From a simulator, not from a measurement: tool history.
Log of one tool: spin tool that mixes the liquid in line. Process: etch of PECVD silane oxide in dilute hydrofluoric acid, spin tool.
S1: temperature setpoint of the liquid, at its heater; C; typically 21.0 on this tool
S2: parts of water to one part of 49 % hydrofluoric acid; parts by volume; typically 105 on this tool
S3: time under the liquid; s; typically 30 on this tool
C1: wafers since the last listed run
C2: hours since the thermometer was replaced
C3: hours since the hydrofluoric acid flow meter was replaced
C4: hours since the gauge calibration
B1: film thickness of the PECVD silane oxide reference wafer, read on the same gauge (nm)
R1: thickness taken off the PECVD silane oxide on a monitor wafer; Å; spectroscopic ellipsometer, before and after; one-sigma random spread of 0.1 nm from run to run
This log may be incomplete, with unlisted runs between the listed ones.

{"run": 1, "hour": 0.0, "S1": 21.0, "S2": 105, "S3": 30, "C1": 0, "C2": 629.2, "C3": 2068.9, "C4": 769.7, "B1": 29.98, "R1": 125.5}
{"run": 2, "hour": 34.5, "S1": 21.0, "S2": 105, "S3": 30, "C1": 389, "C2": 663.7, "C3": 2103.4, "C4": 804.2, "B1": 30.01, "R1": 125.4}
{"run": 3, "hour": 68.2, "S1": 21.0, "S2": 105, "S3": 30, "C1": 380, "C2": 697.4, "C3": 2137.1, "C4": 837.9, "B1": 30.01, "R1": 125.1}
{"run": 4, "hour": 87.0, "S1": 19.0, "S2": 105, "S3": 30, "C1": 212, "C2": 716.2, "C3": 2155.9, "C4": 856.7, "B1": 30.05, "R1": 116.4}
{"run": 5, "hour": 116.3, "S1": 21.0, "S2": 105, "S3": 25, "C1": 331, "C2": 745.5, "C3": 2185.2, "C4": 886.0, "B1": 30.01, "R1": 105.1}
{"run": 6, "hour": 134.7, "S1": 21.0, "S2": 105, "S3": 25, "C1": 207, "C2": 763.9, "C3": 2203.6, "C4": 904.4, "B1": 29.97, "R1": 106.5}
{"run": 7, "hour": 165.9, "S1": 23.0, "S2": 105, "S3": 30, "C1": 352, "C2": 795.1, "C3": 2234.8, "C4": 935.6, "B1": 29.99, "R1": 137.1}
{"run": 8, "hour": 196.8, "S1": 21.0, "S2": 105, "S3": 30, "C1": 349, "C2": 826.0, "C3": 2265.7, "C4": 966.5, "B1": 30.0, "R1": 125.7}
{"hour": 200.3, "done": "hydrofluoric acid flow meter replaced"}
{"hour": 274.3, "done": "gauge calibrated"}
{"run": 9, "hour": 284.7, "S1": 21.0, "S2": 105, "S3": 30, "C1": 982, "C2": 913.9, "C3": 84.4, "C4": 10.4, "B1": 29.96, "R1": 124.9}
{"run": 10, "hour": 310.7, "S1": 25.5, "S2": 135, "S3": 30, "C1": 293, "C2": 939.9, "C3": 110.4, "C4": 36.4, "B1": 30.0, "R1": 115.1}
{"run": 11, "hour": 341.9, "S1": 21.0, "S2": 105, "S3": 35, "C1": 352, "C2": 971.1, "C3": 141.6, "C4": 67.6, "B1": 30.03, "R1": 149.8}
{"run": 12, "hour": 373.3, "S1": 17.5, "S2": 90, "S3": 50, "C1": 354, "C2": 1002.5, "C3": 173.0, "C4": 99.0, "B1": 30.03, "R1": 217.8}
{"hour": 374.3, "done": "thermometer replaced"}
{"run": 13, "hour": 396.5, "S1": 21.0, "S2": 135, "S3": 30, "C1": 250, "C2": 22.2, "C3": 196.2, "C4": 122.2, "B1": 29.99, "R1": 95.7}
{"run": 14, "hour": 428.8, "S1": 21.0, "S2": 105, "S3": 30, "C1": 365, "C2": 54.5, "C3": 228.5, "C4": 154.5, "B1": 29.97, "R1": 126.4}
{"run": 15, "hour": 464.1, "S1": 21.0, "S2": 105, "S3": 30, "C1": 398, "C2": 89.8, "C3": 263.8, "C4": 189.8, "B1": 29.97, "R1": 127.3}
{"run": 16, "hour": 494.3, "S1": 18.5, "S2": 125, "S3": 40, "C1": 341, "C2": 120.0, "C3": 294.0, "C4": 220.0, "B1": 29.96, "R1": 125.0}
{"run": 17, "hour": 519.8, "S1": 19.5, "S2": 55, "S3": 30, "C1": 288, "C2": 145.5, "C3": 319.5, "C4": 245.5, "B1": 29.97, "R1": 242.1}
{"run": 18, "hour": 532.9, "S1": 25.0, "S2": 105, "S3": 30, "C1": 148, "C2": 158.6, "C3": 332.6, "C4": 258.6, "B1": 30.03, "R1": 147.9}
{"run": 19, "hour": 566.8, "S1": 23.5, "S2": 65, "S3": 25, "C1": 383, "C2": 192.5, "C3": 366.5, "C4": 292.5, "B1": 30.02, "R1": 197.4}
{"run": 20, "hour": 590.7, "S1": 18.0, "S2": 80, "S3": 40, "C1": 270, "C2": 216.4, "C3": 390.4, "C4": 316.4, "B1": 29.99, "R1": 202.0}
{"run": 21, "hour": 610.3, "S1": 23.0, "S2": 60, "S3": 15, "C1": 221, "C2": 236.0, "C3": 410.0, "C4": 336.0, "B1": 29.97, "R1": 128.6}
{"run": 22, "hour": 635.2, "S1": 21.0, "S2": 105, "S3": 30, "C1": 281, "C2": 260.9, "C3": 434.9, "C4": 360.9, "B1": 30.02, "R1": 125.3}
{"run": 23, "hour": 651.5, "S1": 21.0, "S2": 150, "S3": 30, "C1": 184, "C2": 277.2, "C3": 451.2, "C4": 377.2, "B1": 29.99, "R1": 82.8}
{"run": 24, "hour": 683.7, "S1": 21.0, "S2": 140, "S3": 35, "C1": 363, "C2": 309.4, "C3": 483.4, "C4": 409.4, "B1": 29.96, "R1": 105.3}
{"run": 25, "hour": 717.2, "S1": 22.5, "S2": 70, "S3": 20, "C1": 378, "C2": 342.9, "C3": 516.9, "C4": 442.9, "B1": 29.99, "R1": 142.0}
{"run": 26, "hour": 806.6, "S1": 17.0, "S2": 60, "S3": 30, "C1": 1010, "C2": 432.3, "C3": 606.3, "C4": 532.3, "B1": 30.04, "R1": 198.1}
{"run": 27, "hour": 819.1, "S1": 26.0, "S2": 105, "S3": 40, "C1": 141, "C2": 444.8, "C3": 618.8, "C4": 544.8, "B1": 29.98, "R1": 205.3}
{"run": 28, "hour": 832.7, "S1": 21.0, "S2": 105, "S3": 30, "C1": 153, "C2": 458.4, "C3": 632.4, "C4": 558.4, "B1": 29.99, "R1": 127.0}
{"run": 29, "hour": 882.2, "S1": 21.0, "S2": 105, "S3": 30, "C1": 559, "C2": 507.9, "C3": 681.9, "C4": 607.9, "B1": 29.98, "R1": 125.2}
{"run": 30, "hour": 913.8, "S1": 17.0, "S2": 105, "S3": 30, "C1": 357, "C2": 539.5, "C3": 713.5, "C4": 639.5, "B1": 29.99, "R1": 107.1}
{"run": 31, "hour": 946.8, "S1": 23.0, "S2": 145, "S3": 30, "C1": 372, "C2": 572.5, "C3": 746.5, "C4": 672.5, "B1": 29.99, "R1": 93.9}
{"run": 32, "hour": 964.6, "S1": 24.5, "S2": 130, "S3": 30, "C1": 201, "C2": 590.3, "C3": 764.3, "C4": 690.3, "B1": 29.99, "R1": 114.4}
{"run": 33, "hour": 998.1, "S1": 19.0, "S2": 105, "S3": 15, "C1": 378, "C2": 623.8, "C3": 797.8, "C4": 723.8, "B1": 30.01, "R1": 58.5}

Run-by-run hidden state of the tool:
liquid colder than its thermometer reads (K): 0 in every run
hydrofluoric acid flow above the setpoint (%): 0 in every run
gauge reads high (%): 0 in every run

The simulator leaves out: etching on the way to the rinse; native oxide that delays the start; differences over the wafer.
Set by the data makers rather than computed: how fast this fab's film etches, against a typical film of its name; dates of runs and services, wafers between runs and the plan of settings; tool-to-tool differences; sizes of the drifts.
